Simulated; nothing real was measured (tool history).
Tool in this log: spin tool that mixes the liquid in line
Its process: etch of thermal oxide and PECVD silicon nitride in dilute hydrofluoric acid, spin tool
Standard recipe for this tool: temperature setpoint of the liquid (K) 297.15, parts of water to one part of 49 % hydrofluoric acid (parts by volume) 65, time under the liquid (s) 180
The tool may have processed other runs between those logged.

| run | hour | temperature setpoint of the liquid (K) | parts of water to one part of 49 % hydrofluoric acid (parts by volume) | time under the liquid (s) | read-back film thickness of the thermal oxide reference wafer, read on the same gauge (nm) | read-back film thickness of the PECVD silicon nitride reference wafer, read on the same gauge (nm) | thickness taken off the thermal oxide on a monitor wafer (angstrom) | thickness taken off the PECVD silicon nitride on a monitor wafer (angstrom) |
|---|---|---|---|---|---|---|---|---|
| 1 | 0.0 | 300.65 | 50 | 180 | 90.00 | 120.01 | 194.9 | 132.1 |
|  | 7.0 | thermometer replaced |
| 2 | 12.9 | 297.15 | 65 | 180 | 90.01 | 120.01 | 137.2 | 91.8 |
| 3 | 27.3 | 297.15 | 65 | 180 | 90.00 | 120.00 | 135.4 | 90.9 |
| 4 | 47.0 | 297.15 | 45 | 180 | 90.01 | 120.00 | 199.8 | 129.4 |
| 5 | 60.5 | 297.15 | 45 | 180 | 90.00 | 120.01 | 201.4 | 129.2 |
| 6 | 94.0 | 297.15 | 95 | 180 | 89.99 | 119.98 | 88.8 | 62.0 |
|  | 114.7 | gauge calibrated |
| 7 | 119.5 | 297.15 | 65 | 180 | 90.00 | 120.00 | 134.4 | 89.8 |
| 8 | 134.2 | 297.15 | 65 | 95 | 90.00 | 119.99 | 70.9 | 47.7 |
| 9 | 146.9 | 297.15 | 65 | 180 | 90.01 | 120.00 | 134.6 | 89.9 |
| 10 | 177.0 | 295.65 | 40 | 285 | 90.01 | 120.03 | 337.6 | 207.5 |
|  | 189.0 | hydrofluoric acid flow meter replaced |
| 11 | 196.2 | 297.15 | 65 | 285 | 89.99 | 120.01 | 210.7 | 141.9 |
| 12 | 212.0 | 299.65 | 75 | 135 | 90.01 | 120.00 | 94.7 | 69.1 |
| 13 | 228.7 | 295.15 | 55 | 180 | 90.01 | 120.00 | 149.2 | 91.7 |
| 14 | 247.2 | 297.15 | 65 | 100 | 90.01 | 119.99 | 73.8 | 49.6 |
| 15 | 269.5 | 298.65 | 85 | 180 | 89.99 | 120.03 | 105.5 | 74.9 |
| 16 | 290.6 | 297.15 | 65 | 180 | 89.99 | 119.98 | 133.6 | 87.9 |
| 17 | 315.6 | 294.15 | 50 | 240 | 90.01 | 120.01 | 206.1 | 123.7 |
| 18 | 347.4 | 297.15 | 65 | 180 | 89.99 | 120.01 | 132.7 | 88.1 |
| 19 | 378.9 | 297.15 | 65 | 180 | 89.99 | 120.02 | 132.9 | 88.0 |
| 20 | 413.6 | 294.15 | 65 | 180 | 90.01 | 120.03 | 116.8 | 70.8 |
| 21 | 426.5 | 297.15 | 45 | 150 | 90.01 | 119.99 | 164.2 | 103.7 |
| 22 | 440.7 | 295.65 | 80 | 240 | 90.00 | 119.98 | 131.8 | 84.9 |
| 23 | 469.3 | 297.15 | 65 | 180 | 89.99 | 120.00 | 132.2 | 86.4 |
| 24 | 498.6 | 297.15 | 45 | 180 | 89.99 | 120.03 | 195.5 | 123.4 |
| 25 | 525.4 | 298.65 | 65 | 180 | 90.00 | 119.98 | 140.8 | 95.6 |
| 26 | 560.7 | 297.15 | 65 | 180 | 90.00 | 120.00 | 130.3 | 85.3 |

Measured less the same run without the tool's hidden state. The same run-to-run variation is in both; the gauge's scatter may not be:
Hidden state present: liquid colder than its thermometer reads (K); hydrofluoric acid flow above the setpoint (%); gauge reads high (%).
| run | thickness taken off the thermal oxide on a monitor wafer (angstrom) | thickness taken off the PECVD silicon nitride on a monitor wafer (angstrom) |
|---|---|---|
| 1 | -15.5 | -17.7 |
| 2 | -1.4 | -1.5 |
| 3 | -1.6 | -1.8 |
| 4 | -2.7 | -2.9 |
| 5 | -2.8 | -3.0 |
| 6 | -1.4 | -1.7 |
| 7 | -2.5 | -2.7 |
| 8 | -1.4 | -1.6 |
| 9 | -2.7 | -3.0 |
| 10 | -8.0 | -8.2 |
| 11 | -5.2 | -5.7 |
| 12 | -2.3 | -2.8 |
| 13 | -4.1 | -4.1 |
| 14 | -2.1 | -2.3 |
| 15 | -3.1 | -3.7 |
| 16 | -4.2 | -4.7 |
| 17 | -7.2 | -7.2 |
| 18 | -4.7 | -5.3 |
| 19 | -5.1 | -5.7 |
| 20 | -4.9 | -5.0 |
| 21 | -7.1 | -7.5 |
| 22 | -5.8 | -6.2 |
| 23 | -6.1 | -6.5 |
| 24 | -9.6 | -10.1 |
| 25 | -7.0 | -7.9 |
| 26 | -6.9 | -7.5 |
